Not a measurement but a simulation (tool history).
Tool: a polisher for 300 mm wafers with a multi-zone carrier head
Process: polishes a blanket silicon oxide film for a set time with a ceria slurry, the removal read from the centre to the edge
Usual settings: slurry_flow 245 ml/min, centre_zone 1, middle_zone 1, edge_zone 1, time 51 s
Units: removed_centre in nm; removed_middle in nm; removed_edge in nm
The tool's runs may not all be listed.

| run | hour | slurry_flow | centre_zone | middle_zone | edge_zone | time | wafers since the last listed run | wafers polished on this pad | hours since the slurry nozzle was cleaned | hours since the centre zone pressure was calibrated | hours since the edge zone pressure was calibrated | hours since the carrier head's membrane was replaced | incoming thickness of the incoming film, nm | removed_centre | removed_middle | removed_edge |
|---|---|---|---|---|---|---|---|---|---|---|---|---|---|---|---|---|
| 1 | 0 | 245 | 1 | 1 | 1 | 51 | 0 | 822 | 674.7 | 1200.8 | 48.1 | 585.6 | 822.4 | 116.6 | 122.4 | 131 |
| 2 | 25.5 | 245 | 1 | 1 | 1 | 51 | 322 | 1145 | 700.2 | 1226.3 | 73.6 | 611.1 | 823.7 | 114.8 | 124.7 | 130.1 |
| 3 | 60.8 | 245 | 1 | 1.08 | 1 | 62 | 446 | 1591 | 735.5 | 1261.6 | 108.9 | 646.4 | 815.3 | 135.1 | 160.9 | 156.5 |
|  | 76 | slurry nozzle cleaned |
| 4 | 89.8 | 310 | 1 | 1 | 1 | 43 | 354 | 1945 | 13.8 | 1290.6 | 137.9 | 675.4 | 817.5 | 110.5 | 117.2 | 118.6 |
| 5 | 113 | 245 | 0.96 | 1 | 1 | 51 | 293 | 2239 | 37 | 1313.8 | 161.1 | 698.6 | 830.2 | 119.5 | 135.9 | 136.5 |
|  | 130.8 | worn pad replaced by a new one |
| 6 | 131.3 | 175 | 1 | 1 | 1 | 51 | 180 | 6 | 55.3 | 1332.1 | 179.4 | 716.9 | 817.9 | 118.9 | 125.6 | 132.8 |
| 7 | 150 | 305 | 1 | 1 | 1 | 40 | 236 | 243 | 74 | 1350.8 | 198.1 | 735.6 | 838.5 | 99.9 | 110.5 | 110 |
| 8 | 251.7 | 215 | 1 | 0.94 | 1 | 65 | 1286 | 1529 | 175.7 | 1452.5 | 299.8 | 837.3 | 815.1 | 153.2 | 156.9 | 171.3 |
| 9 | 280.1 | 245 | 1 | 1 | 1 | 51 | 359 | 1888 | 204.1 | 1480.9 | 328.2 | 865.7 | 818.7 | 124 | 131.9 | 135.5 |
|  | 310.4 | centre zone pressure recalibrated |
| 10 | 313.5 | 170 | 1 | 1 | 1.05 | 51 | 397 | 2285 | 237.5 | 3.1 | 361.6 | 899.1 | 810.3 | 127.7 | 118.4 | 131.3 |
| 11 | 364.2 | 285 | 1.11 | 0.89 | 1 | 44 | 641 | 2926 | 288.2 | 53.8 | 412.3 | 949.8 | 806.2 | 128.8 | 105.6 | 118.6 |
|  | 373.8 | worn pad replaced by a new one |
| 12 | 398.3 | 245 | 0.92 | 1 | 1.03 | 51 | 380 | 310 | 322.3 | 87.9 | 446.4 | 983.9 | 827.7 | 120.8 | 129.8 | 137.9 |
|  | 411.8 | carrier head's membrane replaced by a new one |
| 13 | 415 | 245 | 1.05 | 1 | 1 | 51 | 147 | 458 | 339 | 104.6 | 463.1 | 3.2 | 817.7 | 136.7 | 126.5 | 134.2 |
| 14 | 431.9 | 245 | 0.93 | 0.93 | 0.94 | 35 | 213 | 672 | 355.9 | 121.5 | 480 | 20.1 | 830.1 | 85 | 81.9 | 90.1 |
| 15 | 456.9 | 280 | 0.9 | 1.08 | 1 | 57 | 316 | 988 | 380.9 | 146.5 | 505 | 45.1 | 818.5 | 129.6 | 155.7 | 151.5 |
| 16 | 476 | 245 | 1 | 1 | 1 | 51 | 241 | 1229 | 400 | 165.6 | 524.1 | 64.2 | 822.1 | 127.7 | 129.2 | 131.2 |
| 17 | 493.6 | 175 | 1 | 1 | 1 | 51 | 222 | 1452 | 417.6 | 183.2 | 541.7 | 81.8 | 827.8 | 121.8 | 117.3 | 126.2 |
| 18 | 521.8 | 245 | 0.91 | 1 | 1 | 51 | 356 | 1808 | 445.8 | 211.4 | 569.9 | 110 | 803.3 | 116.8 | 132.1 | 132.5 |
| 19 | 540.9 | 245 | 1 | 1 | 1 | 51 | 241 | 2050 | 464.9 | 230.5 | 589 | 129.1 | 806.4 | 125.3 | 129.7 | 131.2 |
| 20 | 561.9 | 245 | 1.09 | 1.07 | 1 | 51 | 265 | 2316 | 485.9 | 251.5 | 610 | 150.1 | 827.7 | 138.3 | 134.2 | 132.6 |
|  | 569.7 | edge zone pressure recalibrated |
|  | 580.1 | worn pad replaced by a new one |
| 21 | 593.9 | 245 | 1 | 0.95 | 1 | 51 | 328 | 174 | 517.9 | 283.5 | 24.2 | 182.1 | 809.2 | 123.2 | 122.2 | 132.7 |
| 22 | 623.3 | 245 | 1 | 1 | 1 | 51 | 371 | 545 | 547.3 | 312.9 | 53.6 | 211.5 | 821.5 | 123.4 | 127.9 | 130.8 |
| 23 | 637.3 | 215 | 1 | 0.91 | 1.06 | 61 | 177 | 722 | 561.3 | 326.9 | 67.6 | 225.5 | 823.5 | 147.2 | 136.8 | 161.2 |

Hidden state or all else? Some run-to-run changes of removed_centre, split into what the settings, what came in and random variation would give without the hidden state, and what is left for the hidden state (with any gauge scatter that isn't in both results):
The hidden state here: removal rate lost through wear of the pad, %; slurry flow missing at the pad, %; deviation of the centre zone's pressure from its setpoint, %; deviation of the edge zone's pressure from its setpoint, %.
Run 3 -> 4: slurry_flow 245 -> 310, middle_zone 1.08 -> 1, time 62 -> 43, slurry nozzle cleaned. removed_centre -24.6 nm: hidden state +18, all else -42.6.
Run 7 -> 8: slurry_flow 305 -> 215, middle_zone 1 -> 0.94, time 40 -> 65. removed_centre +53.3 nm: hidden state -11.5, all else +64.8.
Run 13 -> 14: centre_zone 1.05 -> 0.93, middle_zone 1 -> 0.93, edge_zone 1 -> 0.94, time 51 -> 35. removed_centre -51.7 nm: hidden state +3.5, all else -55.2.
